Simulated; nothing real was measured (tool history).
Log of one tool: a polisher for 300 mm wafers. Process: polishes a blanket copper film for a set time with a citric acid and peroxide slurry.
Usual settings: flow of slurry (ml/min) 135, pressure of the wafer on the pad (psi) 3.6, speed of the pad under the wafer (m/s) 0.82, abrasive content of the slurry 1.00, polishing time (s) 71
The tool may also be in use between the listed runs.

| run | hour | flow of slurry (ml/min) | pressure of the wafer on the pad (psi) | speed of the pad under the wafer (m/s) | abrasive content of the slurry | polishing time (s) | wafers since the last listed run | wafers polished on this pad | hours since the slurry nozzle was cleaned | hours since the head pressure was calibrated | hours since the slurry blender was calibrated | incoming thickness of the incoming film, nm | film removed (angstrom) |
|---|---|---|---|---|---|---|---|---|---|---|---|---|---|
| 1 | 0.0 | 135 | 3.6 | 0.82 | 1.00 | 71 | 0 | 66 | 465.8 | 1010.5 | 3.5 | 951.7 | 1954 |
| 2 | 8.8 | 135 | 3.6 | 0.82 | 1.00 | 71 | 65 | 132 | 474.6 | 1019.3 | 12.3 | 932.6 | 1985 |
| 3 | 23.4 | 135 | 3.6 | 0.82 | 1.00 | 71 | 109 | 241 | 489.2 | 1033.9 | 26.9 | 934.9 | 1968 |
| 4 | 40.2 | 135 | 3.6 | 0.82 | 1.00 | 71 | 125 | 367 | 506.0 | 1050.7 | 43.7 | 944.0 | 2031 |
| 5 | 57.2 | 135 | 3.6 | 0.82 | 1.00 | 71 | 127 | 494 | 523.0 | 1067.7 | 60.7 | 936.8 | 1996 |
|  | 94.2 | head pressure recalibrated |
| 6 | 102.7 | 135 | 3.6 | 0.82 | 1.00 | 71 | 325 | 819 | 568.5 | 8.5 | 106.2 | 934.9 | 1816 |
| 7 | 110.3 | 135 | 3.6 | 0.82 | 1.00 | 71 | 56 | 876 | 576.1 | 16.1 | 113.8 | 925.2 | 1855 |
|  | 115.3 | slurry blender recalibrated |
| 8 | 125.4 | 135 | 3.6 | 0.82 | 1.00 | 71 | 97 | 974 | 591.2 | 31.2 | 10.1 | 936.2 | 1771 |
| 9 | 140.5 | 135 | 3.6 | 0.82 | 1.00 | 71 | 112 | 1087 | 606.3 | 46.3 | 25.2 | 938.8 | 1842 |
| 10 | 157.1 | 135 | 3.6 | 0.72 | 1.00 | 71 | 124 | 1211 | 622.9 | 62.9 | 41.8 | 940.4 | 1593 |
|  | 162.9 | worn pad replaced by a new one |
| 11 | 163.8 | 135 | 3.6 | 0.82 | 1.00 | 71 | 20 | 6 | 629.6 | 69.6 | 48.5 | 948.4 | 1815 |
| 12 | 179.7 | 135 | 3.6 | 0.82 | 1.00 | 71 | 118 | 125 | 645.5 | 85.5 | 64.4 | 946.7 | 1820 |
|  | 183.9 | slurry nozzle cleaned |
| 13 | 188.3 | 135 | 3.6 | 0.82 | 1.00 | 71 | 56 | 182 | 4.4 | 94.1 | 73.0 | 937.7 | 1827 |
| 14 | 200.6 | 135 | 4.9 | 1.00 | 1.00 | 93 | 92 | 274 | 16.7 | 106.4 | 85.3 | 941.5 | 3972 |
| 15 | 211.5 | 110 | 3.6 | 0.82 | 1.00 | 71 | 81 | 355 | 27.6 | 117.3 | 96.2 | 938.1 | 1725 |
| 16 | 222.4 | 135 | 3.6 | 0.82 | 1.00 | 71 | 81 | 437 | 38.5 | 128.2 | 107.1 | 928.7 | 1837 |
|  | 225.2 | slurry blender recalibrated |
| 17 | 229.8 | 100 | 3.6 | 0.82 | 1.00 | 55 | 40 | 477 | 45.9 | 135.6 | 4.6 | 938.2 | 1330 |
| 18 | 239.9 | 135 | 4.0 | 0.82 | 1.20 | 71 | 75 | 553 | 56.0 | 145.7 | 14.7 | 927.0 | 2178 |
| 19 | 257.3 | 135 | 3.6 | 0.70 | 0.80 | 87 | 130 | 683 | 73.4 | 163.1 | 32.1 | 942.7 | 1834 |
| 20 | 265.8 | 120 | 2.4 | 0.82 | 0.85 | 71 | 63 | 746 | 81.9 | 171.6 | 40.6 | 946.5 | 1186 |
| 21 | 281.2 | 135 | 3.6 | 0.82 | 1.00 | 94 | 115 | 862 | 97.3 | 187.0 | 56.0 | 933.6 | 2489 |
| 22 | 288.0 | 105 | 3.6 | 0.82 | 1.00 | 71 | 50 | 913 | 104.1 | 193.8 | 62.8 | 929.4 | 1724 |
| 23 | 298.1 | 95 | 2.4 | 0.66 | 1.00 | 49 | 75 | 988 | 114.2 | 203.9 | 72.9 | 946.8 | 653 |
| 24 | 309.1 | 135 | 2.7 | 1.00 | 1.00 | 63 | 82 | 1070 | 125.2 | 214.9 | 83.9 | 938.0 | 1502 |

The next listed run, before its measurement:
|  | 327.5 | slurry blender recalibrated |
| 25 | 361.9 | 135 | 3.6 | 0.82 | 1.00 | 71 | 379 | 1450 | 178.0 | 267.7 | 34.4 | 933.5 | ? |

Run 25 gave film removed (angstrom) 1878.
Without the tool's hidden state the same run would have given film removed (angstrom) 1818.
